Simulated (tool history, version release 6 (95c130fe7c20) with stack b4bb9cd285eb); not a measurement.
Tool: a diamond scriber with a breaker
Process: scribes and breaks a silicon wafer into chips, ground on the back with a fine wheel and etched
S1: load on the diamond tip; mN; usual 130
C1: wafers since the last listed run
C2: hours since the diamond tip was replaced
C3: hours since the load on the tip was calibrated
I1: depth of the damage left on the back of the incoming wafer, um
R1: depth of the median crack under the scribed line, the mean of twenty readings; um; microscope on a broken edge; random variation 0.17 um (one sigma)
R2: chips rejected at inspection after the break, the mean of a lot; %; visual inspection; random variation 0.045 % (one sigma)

run 1 day=0 | S1=130 | C1=0 C2=231.4 C3=376.2 | I1=0.36 | R1=7.04 R2=6.87
run 2 day=0.658 | S1=130 | C1=18 C2=247.2 C3=392 | I1=0.68 | R1=7.1 R2=7.79
run 3 day=1.333 | S1=130 | C1=18 C2=263.4 C3=408.2 | I1=0.56 | R1=6.89 R2=8.75
run 4 day=2.108 | S1=102 | C1=21 C2=282 C3=426.8 | I1=0.53 | R1=5.06 R2=30.47
run 5 day=6.117 | S1=130 | C1=112 C2=378.2 C3=523 | I1=0.62 | R1=6.56 R2=12.18
run 6 day=7.558 | S1=130 | C1=40 C2=412.8 C3=557.6 | I1=0.54 | R1=6.51 R2=12.97
run 7 day=9.017 | S1=130 | C1=41 C2=447.8 C3=592.6 | I1=0.32 | R1=6.18 R2=13.17
run 8 day=10.117 | S1=130 | C1=30 C2=474.2 C3=619 | I1=0.49 | R1=6.25 R2=13.64
run 9 day=11.512 | S1=130 | C1=39 C2=507.7 C3=652.5 | I1=0.66 | R1=6.52 R2=13.2
run 10 day=12.012 | S1=130 | C1=14 C2=519.7 C3=664.5 | I1=0.51 | R1=6.16 R2=14.44
run 11 day=12.925 | S1=140 | C1=25 C2=541.6 C3=686.4 | I1=0.48 | R1=6.98 R2=9.16
run 12 day=13.817 | S1=140 | C1=25 C2=563 C3=707.8 | I1=0.39 | R1=6.84 R2=10.57
run 13 day=16.996 | S1=140 | C1=89 C2=639.3 C3=784.1 | I1=0.49 | R1=6.5 R2=10.09
run 14 day=18.162 | S1=130 | C1=32 C2=667.3 C3=812.1 | I1=0.45 | R1=5.97 R2=17.29
run 15 day=19.654 | S1=130 | C1=41 C2=703.1 C3=847.9 | I1=0.64 | R1=6.18 R2=20.01
run 16 day=20.304 | S1=130 | C1=18 C2=718.7 C3=863.5 | I1=0.78 | R1=6.01 R2=17.55
run 17 day=20.975 | S1=155 | C1=18 C2=734.8 C3=879.6 | I1=0.68 | R1=7.18 R2=5.83
run 18 day=21.496 | S1=130 | C1=14 C2=747.3 C3=892.1 | I1=0.66 | R1=6.09 R2=18.95
run 19 day=22.888 | S1=150 | C1=39 C2=780.7 C3=925.5 | I1=0.54 | R1=7.07 R2=8.22
run 20 day=23.638 | S1=158 | C1=21 C2=798.7 C3=943.5 | I1=0.7 | R1=7.13 R2=5.11
run 21 day=24.462 | S1=97 | C1=23 C2=818.5 C3=963.3 | I1=0.69 | R1=4.2 R2=44.66
run 22 day=25.633 | S1=130 | C1=32 C2=846.6 C3=991.4 | I1=0.66 | R1=6.04 R2=18.71
run 23 day=26.967 | S1=116 | C1=37 C2=878.6 C3=1023.4 | I1=0.61 | R1=5.21 R2=26.87
run 24 day=27.604 | S1=144 | C1=17 C2=893.9 C3=1038.7 | I1=0.39 | R1=6.39 R2=10.36
run 25 day=28.596 | S1=130 | C1=27 C2=917.7 C3=1062.5 | I1=0.63 | R1=6.07 R2=15.66
run 26 day=29.888 | S1=141 | C1=36 C2=948.7 C3=1093.5 | I1=0.57 | R1=6.6 R2=11.89
run 27 day=30.892 | S1=168 | C1=28 C2=972.8 C3=1117.6 | I1=0.47 | R1=7.79 R2=3.75
run 28 day=32.179 | S1=130 | C1=36 C2=1003.7 C3=1148.5 | I1=0.62 | R1=5.72 R2=18.47
-- day=32.954 load on the tip recalibrated
run 29 day=33.158 | S1=153 | C1=25 C2=1027.2 C3=4.9 | I1=0.38 | R1=9 R2=0.56
run 30 day=33.942 | S1=130 | C1=22 C2=1046 C3=23.7 | I1=0.32 | R1=7.64 R2=4.89
-- day=34.262 diamond tip replaced by a new one
run 31 day=35.375 | S1=130 | C1=37 C2=26.7 C3=58.1 | I1=0.78 | R1=8.85 R2=0.75
run 32 day=36.538 | S1=130 | C1=32 C2=54.6 C3=86 | I1=0.66 | R1=8.41 R2=0.91
run 33 day=37.254 | S1=157 | C1=20 C2=71.8 C3=103.2 | I1=0.36 | R1=10.51 R2=2.31
run 34 day=38.129 | S1=166 | C1=24 C2=92.8 C3=124.2 | I1=0.48 | R1=10.89 R2=3.31
run 35 day=38.746 | S1=167 | C1=17 C2=107.6 C3=139 | I1=0.48 | R1=10.74 R2=4.07
run 36 day=39.662 | S1=130 | C1=25 C2=129.6 C3=161 | I1=0.34 | R1=8.2 R2=1.83
run 37 day=40.208 | S1=91 | C1=15 C2=142.7 C3=174.1 | I1=0.56 | R1=5.09 R2=33.62
run 38 day=41.575 | S1=147 | C1=38 C2=175.5 C3=206.9 | I1=0.32 | R1=8.92 R2=0.58
run 39 day=42.25 | S1=115 | C1=18 C2=191.7 C3=223.1 | I1=0.74 | R1=6.71 R2=8.92
run 40 day=43.033 | S1=120 | C1=22 C2=210.5 C3=241.9 | I1=0.31 | R1=7.43 R2=6.73
run 41 day=44.25 | S1=130 | C1=34 C2=239.7 C3=271.1 | I1=0.7 | R1=7.46 R2=4.18
run 42 day=45.721 | S1=106 | C1=41 C2=275 C3=306.4 | I1=0.46 | R1=5.76 R2=17.99

The tool's hidden state at each run:
H1: share of the diamond tip's cutting effectiveness lost through wear, %
H2: deviation of the load on the tip from its setpoint, %
run=1 H1=14.2 H2=-12.9
run=2 H1=14.8 H2=-13.1
run=3 H1=15.4 H2=-13.4
run=4 H1=16 H2=-13.6
run=5 H1=18.9 H2=-14.8
run=6 H1=19.7 H2=-15.1
run=7 H1=20.5 H2=-15.4
run=8 H1=21 H2=-15.6
run=9 H1=21.6 H2=-15.9
run=10 H1=21.8 H2=-16
run=11 H1=22.2 H2=-16.1
run=12 H1=22.5 H2=-16.3
run=13 H1=23.6 H2=-16.7
run=14 H1=23.9 H2=-16.9
run=15 H1=24.3 H2=-17
run=16 H1=24.4 H2=-17.1
run=17 H1=24.6 H2=-17.2
run=18 H1=24.7 H2=-17.2
run=19 H1=25 H2=-17.3
run=20 H1=25.1 H2=-17.4
run=21 H1=25.3 H2=-17.5
run=22 H1=25.5 H2=-17.5
run=23 H1=25.7 H2=-17.6
run=24 H1=25.8 H2=-17.7
run=25 H1=25.9 H2=-17.7
run=26 H1=26.1 H2=-17.8
run=27 H1=26.2 H2=-17.9
run=28 H1=26.3 H2=-17.9
run=29 H1=26.4 H2=1.29
run=30 H1=26.5 H2=0.523
run=31 H1=2.28 H2=-0.785
run=32 H1=4.14 H2=-1.76
run=33 H1=5.21 H2=-2.33
run=34 H1=6.45 H2=-2.98
run=35 H1=7.28 H2=-3.42
run=36 H1=8.46 H2=-4.05
run=37 H1=9.12 H2=-4.4
run=38 H1=10.7 H2=-5.24
run=39 H1=11.4 H2=-5.62
run=40 H1=12.2 H2=-6.05
run=41 H1=13.3 H2=-6.67
run=42 H1=14.6 H2=-7.36

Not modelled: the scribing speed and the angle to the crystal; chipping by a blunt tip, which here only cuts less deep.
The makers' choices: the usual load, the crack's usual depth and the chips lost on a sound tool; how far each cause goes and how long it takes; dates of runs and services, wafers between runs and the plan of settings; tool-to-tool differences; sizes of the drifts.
